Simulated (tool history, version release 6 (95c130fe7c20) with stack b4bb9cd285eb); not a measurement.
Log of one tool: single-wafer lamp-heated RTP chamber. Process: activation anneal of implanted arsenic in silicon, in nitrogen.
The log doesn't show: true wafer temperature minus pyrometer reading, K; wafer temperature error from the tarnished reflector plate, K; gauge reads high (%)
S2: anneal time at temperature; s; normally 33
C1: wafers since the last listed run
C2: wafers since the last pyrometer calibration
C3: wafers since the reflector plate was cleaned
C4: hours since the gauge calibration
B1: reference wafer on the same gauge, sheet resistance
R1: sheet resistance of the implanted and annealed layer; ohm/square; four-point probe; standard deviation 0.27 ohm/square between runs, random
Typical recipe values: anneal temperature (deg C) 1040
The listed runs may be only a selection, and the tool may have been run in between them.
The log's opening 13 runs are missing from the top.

run 14 hour=832.9 | anneal_temperature_(deg_C)=1040 S2=33 | C1=703 C2=5202 C3=2976 C4=532.3 | B1=113.02 | R1=130.35
run 15 hour=901.9 | anneal_temperature_(deg_C)=1040 S2=33 | C1=803 C2=6006 C3=3780 C4=601.3 | B1=113.06 | R1=130.55
run 16 hour=998 | anneal_temperature_(deg_C)=1040 S2=33 | C1=1119 C2=7125 C3=4899 C4=697.4 | B1=112.97 | R1=129.77
-- hour=1020.7 pyrometer window cleaned and pyrometer calibrated
run 17 hour=1055.2 | anneal_temperature_(deg_C)=1040 S2=33 | C1=572 C2=401 C3=5472 C4=754.6 | B1=113.03 | R1=129.67
run 18 hour=1134.3 | anneal_temperature_(deg_C)=1040 S2=40 | C1=921 C2=1322 C3=6393 C4=833.7 | B1=112.99 | R1=128.6
-- hour=1199.2 reflector plate cleaned
run 19 hour=1236.2 | anneal_temperature_(deg_C)=1040 S2=48 | C1=1093 C2=2416 C3=430 C4=935.6 | B1=113.02 | R1=128.3
run 20 hour=1333.2 | anneal_temperature_(deg_C)=1052 S2=22 | C1=1129 C2=3545 C3=1560 C4=1032.6 | B1=113.01 | R1=130.57
run 21 hour=1411.1 | anneal_temperature_(deg_C)=1015 S2=46 | C1=907 C2=4452 C3=2467 C4=1110.5 | B1=112.96 | R1=131.3
run 22 hour=1505.1 | anneal_temperature_(deg_C)=1018 S2=52 | C1=1094 C2=5547 C3=3562 C4=1204.5 | B1=113.07 | R1=130.19
run 23 hour=1569.6 | anneal_temperature_(deg_C)=1040 S2=33 | C1=751 C2=6298 C3=4313 C4=1269 | B1=112.98 | R1=130.12
run 24 hour=1642.2 | anneal_temperature_(deg_C)=1040 S2=33 | C1=845 C2=7143 C3=5158 C4=1341.6 | B1=113.01 | R1=129.97
-- hour=1746 pyrometer window cleaned and pyrometer calibrated
run 25 hour=1887.3 | anneal_temperature_(deg_C)=1066 S2=33 | C1=2761 C2=1645 C3=7919 C4=1586.7 | B1=112.99 | R1=125.83
-- hour=1932.8 gauge calibrated
-- hour=1946.5 reflector plate cleaned
run 26 hour=1967.5 | anneal_temperature_(deg_C)=1040 S2=33 | C1=840 C2=2486 C3=244 C4=34.7 | B1=113.01 | R1=130.24
run 27 hour=2034.6 | anneal_temperature_(deg_C)=1040 S2=33 | C1=781 C2=3267 C3=1025 C4=101.8 | B1=112.99 | R1=129.93
run 28 hour=2136.5 | anneal_temperature_(deg_C)=1014 S2=51 | C1=1186 C2=4454 C3=2211 C4=203.7 | B1=113.02 | R1=131.04
run 29 hour=2189.3 | anneal_temperature_(deg_C)=1050 S2=49 | C1=614 C2=5069 C3=2826 C4=256.5 | B1=112.94 | R1=127.16
run 30 hour=2237.5 | anneal_temperature_(deg_C)=1048 S2=33 | C1=561 C2=5630 C3=3388 C4=304.7 | B1=113.02 | R1=129.22

Predict the results of run 31:
-- hour=2324.3 pyrometer window cleaned and pyrometer calibrated
run 31 hour=2342.7 | anneal_temperature_(deg_C)=1016 S2=13 | C1=1131 C2=213 C3=4520 C4=409.9 | B1=? | R1=?

For run 31 the tool returned B1 112.98, R1 135.97 ohm/square.
Had the tool carried no hidden state, the very same run would have given R1 136.4 ohm/square.
